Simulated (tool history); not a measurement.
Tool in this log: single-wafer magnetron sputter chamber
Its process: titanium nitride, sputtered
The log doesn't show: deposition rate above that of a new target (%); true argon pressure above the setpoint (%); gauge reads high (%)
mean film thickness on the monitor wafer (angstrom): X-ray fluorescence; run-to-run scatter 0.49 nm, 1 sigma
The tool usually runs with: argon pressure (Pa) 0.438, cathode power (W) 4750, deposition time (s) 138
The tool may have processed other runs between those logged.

run,hour,argon pressure (Pa),cathode power (W),deposition time (s),wafers since the last listed run,wafers on the sputter target,hours since the last manometer calibration,hours since the magnet pack was replaced,hours since the gauge calibration,"read-back reference wafer on the same gauge, thickness_nm",mean film thickness on the monitor wafer (angstrom)
1,0.0,0.438,4750,138,0,3938,1338.6,11217.7,153.1,156.931,1341.88
2,35.3,0.438,4750,138,451,4390,1373.9,11253.0,188.4,156.967,1342.23
3,55.3,0.438,4750,138,255,4645,1393.9,11273.0,208.4,157.054,1335.57
4,79.2,0.438,4750,138,305,4951,1417.8,11296.9,232.3,157.015,1329.84
5,114.5,0.438,4750,138,451,5403,1453.1,11332.2,267.6,156.926,1330.53
6,133.3,0.438,4450,138,240,5643,1471.9,11351.0,286.4,157.097,1237.98
7,146.1,0.438,4450,138,163,5807,1484.7,11363.8,299.2,156.993,1247.73
8,170.5,0.438,4450,138,312,6119,1509.1,11388.2,323.6,157.033,1239.40
9,203.8,0.438,4750,138,425,6545,1542.4,11421.5,356.9,156.941,1314.10
# hour 280.3: sputter target and shields replaced
10,280.8,0.438,4750,138,882,6,1619.4,11498.5,433.9,156.983,1373.98
11,381.0,0.438,4750,138,1281,1288,1719.6,11598.7,534.1,156.948,1360.34
12,409.6,0.438,4750,138,365,1653,1748.2,11627.3,562.7,157.127,1361.11
13,429.6,0.438,4750,138,255,1909,1768.2,11647.3,582.7,157.019,1356.66
14,461.1,0.438,4750,138,402,2312,1799.7,11678.8,614.2,156.991,1356.22
15,488.4,0.438,4300,138,349,2661,1827.0,11706.1,641.5,156.981,1217.95
# hour 503.0: capacitance manometer re-zeroed and calibrated
16,510.0,0.438,4300,138,173,2835,7.0,11727.7,663.1,156.931,1180.14
17,536.9,0.438,4300,138,344,3179,33.9,11754.6,690.0,157.031,1189.71
18,560.7,0.324,4150,126,304,3484,57.7,11778.4,713.8,156.938,1098.90
19,594.9,0.390,4050,115,437,3921,91.9,11812.6,748.0,156.950,947.25
# hour 597.4: gauge calibrated
20,615.8,0.438,4750,148,267,4189,112.8,11833.5,18.4,156.882,1393.41
21,631.4,0.438,4750,159,199,4388,128.4,11849.1,34.0,157.115,1507.99
22,666.6,0.438,5300,138,450,4838,163.6,11884.3,69.2,156.930,1469.13
23,698.2,0.290,5550,157,404,5243,195.2,11915.9,100.8,156.978,1841.69
# hour 725.5: magnet pack replaced
24,726.0,0.438,4750,138,253,5496,223.0,0.5,128.6,157.027,1302.04
25,736.5,0.329,3900,117,134,5630,233.5,11.0,139.1,157.002,941.45

Run 26 comes next. What will it give?
26,771.5,0.438,4100,138,447,6078,268.5,46.0,174.1,?,?

Logged for run 26: read-back reference wafer on the same gauge, thickness_nm 157.031, mean film thickness on the monitor wafer (angstrom) 1132.40.
Were there no unlogged condition in the tool, this run, its random variation unchanged, would have produced mean film thickness on the monitor wafer (angstrom) 1164.34.
